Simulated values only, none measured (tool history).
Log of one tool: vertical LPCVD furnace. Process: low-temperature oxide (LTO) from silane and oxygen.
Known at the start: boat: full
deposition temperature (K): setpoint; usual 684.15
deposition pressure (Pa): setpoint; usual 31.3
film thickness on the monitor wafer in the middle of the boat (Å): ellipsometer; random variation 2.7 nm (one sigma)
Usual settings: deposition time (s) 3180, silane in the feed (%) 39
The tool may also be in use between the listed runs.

run	hour	deposition temperature (K)	deposition pressure (Pa)	deposition time (s)	silane in the feed (%)	wafers since the last listed run	hours since the last temperature calibration	hours since the pressure gauge was zeroed	hours since the silane flow controller was replaced	hours since the gauge calibration	read-back reference wafer on the same gauge, thickness	film thickness on the monitor wafer in the middle of the boat (Å)
1	0	684.15	34	3180	39	0	4259.4	3431	3022.1	870.1	544.73	6390
2	36	684.15	34	3180	39	448	4295.4	3467	3058.1	906.1	544.72	6371
3	87.4	680.15	31.3	3180	39	640	4346.8	3518.4	3109.5	957.5	544.98	5659.5
4	152.6	680.15	31.3	3180	39	812	4412	3583.6	3174.7	1022.7	545.21	5668.4
5	177.4	684.15	31.3	3180	39	309	4436.8	3608.4	3199.5	1047.5	543.98	5913.6
6	231.1	684.15	31.3	3180	39	669	4490.5	3662.1	3253.2	1101.2	545.2	5877.8
7	289.3	684.15	31.3	3180	39	725	4548.7	3720.3	3311.4	1159.4	545.19	5924
8	315.1	684.15	31.3	3180	39	321	4574.5	3746.1	3337.2	1185.2	544.91	5864.4
9	378.8	684.15	31.3	3180	39	793	4638.2	3809.8	3400.9	1248.9	545.5	5932.5
10	431.7	684.15	31.3	3180	39	659	4691.1	3862.7	3453.8	1301.8	544.85	5903.2
11	493.3	684.15	31.3	3180	39	767	4752.7	3924.3	3515.4	1363.4	546.21	5937.8
12	521.6	684.15	31.3	3180	39	352	4781	3952.6	3543.7	1391.7	545	5946.6
# hour 558.3: gauge calibrated
13	566.3	684.15	31.3	4140	39	556	4825.7	3997.3	3588.4	8	545.32	7730
# hour 666.5: thermocouples replaced and temperature profile calibrated
# hour 720.5: pressure gauge zeroed
14	729.7	684.15	31.3	4140	39	1437	63.2	9.2	3751.8	171.4	545.06	7656.2
15	773.7	684.15	34	3180	34	548	107.2	53.2	3795.8	215.4	544.83	5416.4
16	832.6	684.15	31.3	2490	39	733	166.1	112.1	3854.7	274.3	546.06	4643.7
17	895.2	690.15	24	3180	35	780	228.7	174.7	3917.3	336.9	545.67	4223.5
18	935.3	684.15	31.3	3180	39	499	268.8	214.8	3957.4	377	544.64	5893.7
# hour 1011.5: silane flow controller replaced
19	1012	684.15	31.3	3180	39	656	345.5	291.5	0.5	453.7	545.73	5893.3
20	1026.8	684.15	31.3	4020	39	184	360.3	306.3	15.3	468.5	544.77	7542.9
21	1074	680.15	34.7	3180	42	588	407.5	353.5	62.5	515.7	544.27	6841.5
22	1126	680.15	26.7	3180	45	647	459.5	405.5	114.5	567.7	545.17	5646.7
23	1161	689.15	25.3	2460	34	436	494.5	440.5	149.5	602.7	545.28	3266.5
24	1208.6	677.15	27.3	3180	39	593	542.1	488.1	197.1	650.3	544.84	4791.6
25	1235.3	684.15	31.3	2430	39	332	568.8	514.8	223.8	677	545.84	4498
26	1290.3	684.15	31.3	3180	39	685	623.8	569.8	278.8	732	545.41	5867
27	1355.1	688.15	28	4050	45	807	688.6	634.6	343.6	796.8	544.6	8194
28	1393.6	680.15	34.7	3180	42	479	727.1	673.1	382.1	835.3	544.78	6775.6
29	1461.4	673.15	36	3720	34	844	794.9	740.9	449.9	903.1	544.53	5925.1

3 ways to go on from here, each from the tool as it stands after run 29. What would each give?
A	1465.9	684.15	31.3	3180	39	56	799.4	745.4	454.4	907.6	?	?
B	1465.9	684.15	25.3	3720	39	56	799.4	745.4	454.4	907.6	?	?
C	1465.9	692.15	31.3	2100	46	56	799.4	745.4	454.4	907.6	?	?

run	read-back reference wafer on the same gauge, thickness	film thickness on the monitor wafer in the middle of the boat (Å)
A	545.13	5864.9
B	545.13	5547.1
C	545.13	5004.2
Without the tool's hidden state the same runs would have given:
run	film thickness on the monitor wafer in the middle of the boat (Å)
A	5864.9
B	5547.1
C	5004.2

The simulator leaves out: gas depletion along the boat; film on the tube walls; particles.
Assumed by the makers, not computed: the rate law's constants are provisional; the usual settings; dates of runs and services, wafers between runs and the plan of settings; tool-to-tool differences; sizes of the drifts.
